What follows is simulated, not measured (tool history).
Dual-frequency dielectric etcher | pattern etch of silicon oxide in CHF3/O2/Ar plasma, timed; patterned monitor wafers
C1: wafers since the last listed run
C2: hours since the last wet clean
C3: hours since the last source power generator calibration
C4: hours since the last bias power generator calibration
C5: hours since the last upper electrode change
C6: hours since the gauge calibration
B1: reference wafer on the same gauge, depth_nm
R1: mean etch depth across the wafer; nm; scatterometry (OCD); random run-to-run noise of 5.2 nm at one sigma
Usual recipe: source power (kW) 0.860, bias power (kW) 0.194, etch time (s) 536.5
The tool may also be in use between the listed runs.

Run 1, hour 0.0: usual settings; C1 0; C2 665.1; C3 2949.8; C4 3248.0; C5 910.4; C6 2966.9; B1 1459.8. Result: R1 1281.4 nm.
At hour 36.5: wet clean of the chamber.
Run 2, hour 88.4: usual settings but etch time (s) 415.5; C1 277; C2 51.9; C3 3038.2; C4 3336.4; C5 998.8; C6 3055.3; B1 1459.3. Result: R1 943.6 nm.
Run 3, hour 168.2: usual settings but etch time (s) 415.5; C1 344; C2 131.7; C3 3118.0; C4 3416.2; C5 1078.6; C6 3135.1; B1 1460.4. Result: R1 945.6 nm.
Run 4, hour 254.0: usual settings; C1 370; C2 217.5; C3 3203.8; C4 3502.0; C5 1164.4; C6 3220.9; B1 1460.3. Result: R1 1232.0 nm.
Run 5, hour 299.6: usual settings; C1 196; C2 263.1; C3 3249.4; C4 3547.6; C5 1210.0; C6 3266.5; B1 1459.8. Result: R1 1233.6 nm.
Run 6, hour 340.4: usual settings; C1 176; C2 303.9; C3 3290.2; C4 3588.4; C5 1250.8; C6 3307.3; B1 1459.8. Result: R1 1243.3 nm.
Run 7, hour 405.1: usual settings but etch time (s) 415.5; C1 279; C2 368.6; C3 3354.9; C4 3653.1; C5 1315.5; C6 3372.0; B1 1459.3. Result: R1 967.4 nm.
At hour 465.4: bias power generator calibrated.
Run 8, hour 488.5: usual settings but source power (kW) 0.680, bias power (kW) 0.225; C1 342; C2 452.0; C3 3438.3; C4 23.1; C5 1398.9; C6 3455.4; B1 1460.2. Result: R1 1229.9 nm.
At hour 756.5: wet clean of the chamber.
Run 9, hour 803.0: usual settings but source power (kW) 0.980, bias power (kW) 0.168; C1 1253; C2 46.5; C3 3752.8; C4 337.6; C5 1713.4; C6 3769.9; B1 1459.5. Result: R1 1222.2 nm.
Run 10, hour 853.3: usual settings but source power (kW) 0.960, bias power (kW) 0.155; C1 217; C2 96.8; C3 3803.1; C4 387.9; C5 1763.7; C6 3820.2; B1 1459.6. Result: R1 1198.3 nm.
Run 11, hour 895.1: usual settings but etch time (s) 452.0; C1 180; C2 138.6; C3 3844.9; C4 429.7; C5 1805.5; C6 3862.0; B1 1459.2. Result: R1 1036.8 nm.
Run 12, hour 957.6: usual settings; C1 269; C2 201.1; C3 3907.4; C4 492.2; C5 1868.0; C6 3924.5; B1 1460.2. Result: R1 1240.7 nm.
Run 13, hour 995.8: usual settings but source power (kW) 0.950, bias power (kW) 0.180, etch time (s) 382.5; C1 164; C2 239.3; C3 3945.6; C4 530.4; C5 1906.2; C6 3962.7; B1 1461.4. Result: R1 886.5 nm.
At hour 1025.8: upper electrode replaced.
Run 14, hour 1064.0: usual settings but etch time (s) 457.0; C1 190; C2 307.5; C3 4013.8; C4 598.6; C5 38.2; C6 4030.9; B1 1459.0. Result: R1 1054.5 nm.
Run 15, hour 1100.7: usual settings but bias power (kW) 0.168, etch time (s) 458.5; C1 158; C2 344.2; C3 4050.5; C4 635.3; C5 74.9; C6 4067.6; B1 1460.4. Result: R1 1039.9 nm.
At hour 1121.6: gauge calibrated.
Run 16, hour 1149.0: usual settings but source power (kW) 0.740, etch time (s) 387.5; C1 208; C2 392.5; C3 4098.8; C4 683.6; C5 123.2; C6 27.4; B1 1459.8. Result: R1 863.6 nm.
Run 17, hour 1248.5: usual settings but source power (kW) 0.760, bias power (kW) 0.148, etch time (s) 395.5; C1 429; C2 492.0; C3 4198.3; C4 783.1; C5 222.7; C6 126.9; B1 1459.2. Result: R1 839.5 nm.
At hour 1255.0: source power generator calibrated.
Run 18, hour 1301.7: usual settings but source power (kW) 0.980, etch time (s) 477.0; C1 212; C2 545.2; C3 46.7; C4 836.3; C5 275.9; C6 180.1; B1 1459.6. Result: R1 1167.7 nm.
At hour 1349.1: wet clean of the chamber.
Run 19, hour 1392.2: usual settings but bias power (kW) 0.149; C1 286; C2 43.1; C3 137.2; C4 926.8; C5 366.4; C6 270.6; B1 1461.1. Result: R1 1145.0 nm.
Run 20, hour 1482.9: usual settings but source power (kW) 1.040, bias power (kW) 0.218, etch time (s) 408.0; C1 391; C2 133.8; C3 227.9; C4 1017.5; C5 457.1; C6 361.3; B1 1460.5. Result: R1 1014.3 nm.
Run 21, hour 1544.6: usual settings but source power (kW) 0.730, bias power (kW) 0.206, etch time (s) 379.5; C1 266; C2 195.5; C3 289.6; C4 1079.2; C5 518.8; C6 423.0; B1 1458.4. Result: R1 853.8 nm.
Run 22, hour 1597.3: usual settings but source power (kW) 1.030, bias power (kW) 0.221, etch time (s) 430.5; C1 227; C2 248.2; C3 342.3; C4 1131.9; C5 571.5; C6 475.7; B1 1461.0. Result: R1 1086.6 nm.
Run 23, hour 1633.3: usual settings; C1 155; C2 284.2; C3 378.3; C4 1167.9; C5 607.5; C6 511.7; B1 1460.6. Result: R1 1249.8 nm.
Run 24, hour 1698.4: usual settings but source power (kW) 0.750, bias power (kW) 0.233, etch time (s) 672.0; C1 280; C2 349.3; C3 443.4; C4 1233.0; C5 672.6; C6 576.8; B1 1460.0. Result: R1 1573.5 nm.
Run 25, hour 1741.4: usual settings but bias power (kW) 0.212, etch time (s) 600.5; C1 185; C2 392.3; C3 486.4; C4 1276.0; C5 715.6; C6 619.8; B1 1459.9. Result: R1 1424.0 nm.
Run 26, hour 1803.9: usual settings but source power (kW) 0.960, bias power (kW) 0.238; C1 269; C2 454.8; C3 548.9; C4 1338.5; C5 778.1; C6 682.3; B1 1459.1. Result: R1 1367.0 nm.
Run 27, hour 1881.8: usual settings but bias power (kW) 0.168, etch time (s) 458.5; C1 336; C2 532.7; C3 626.8; C4 1416.4; C5 856.0; C6 760.2; B1 1459.8. Result: R1 1049.4 nm.
At hour 1943.8: wet clean of the chamber.
Run 28, hour 1944.3: usual settings but source power (kW) 0.750, bias power (kW) 0.166, etch time (s) 679.0; C1 166; C2 0.5; C3 689.3; C4 1478.9; C5 918.5; C6 822.7; B1 1459.7. Result: R1 1433.6 nm.

Alternative continuations, all from the tool just after run 28; predict every row:
Run A, hour 1944.9: usual settings but source power (kW) 0.640; C1 2; C2 1.1; C3 689.9; C4 1479.5; C5 919.1; C6 823.3; B1 ?. Result: R1 ?.
Run B, hour 1944.9: usual settings but source power (kW) 0.660, bias power (kW) 0.232; C1 2; C2 1.1; C3 689.9; C4 1479.5; C5 919.1; C6 823.3; B1 ?. Result: R1 ?.
Run C, hour 1944.9: usual settings but bias power (kW) 0.182, etch time (s) 479.5; C1 2; C2 1.1; C3 689.9; C4 1479.5; C5 919.1; C6 823.3; B1 ?. Result: R1 ?.
Run D, hour 1944.9: usual settings but source power (kW) 0.960, bias power (kW) 0.214, etch time (s) 600.5; C1 2; C2 1.1; C3 689.9; C4 1479.5; C5 919.1; C6 823.3; B1 ?. Result: R1 ?.
Run E, hour 1944.9: usual settings but etch time (s) 653.0; C1 2; C2 1.1; C3 689.9; C4 1479.5; C5 919.1; C6 823.3; B1 ?. Result: R1 ?.

run      B1      R1
  A  1461.6  1114.4
  B  1461.6  1176.5
  C  1461.6  1058.6
  D  1461.6  1423.0
  E  1461.6  1464.4
With the hidden condition removed and each run's random variation left untouched, the same runs would have given:
run      R1
  A  1119.5
  B  1181.9
  C  1063.5
  D  1429.6
  E  1471.2
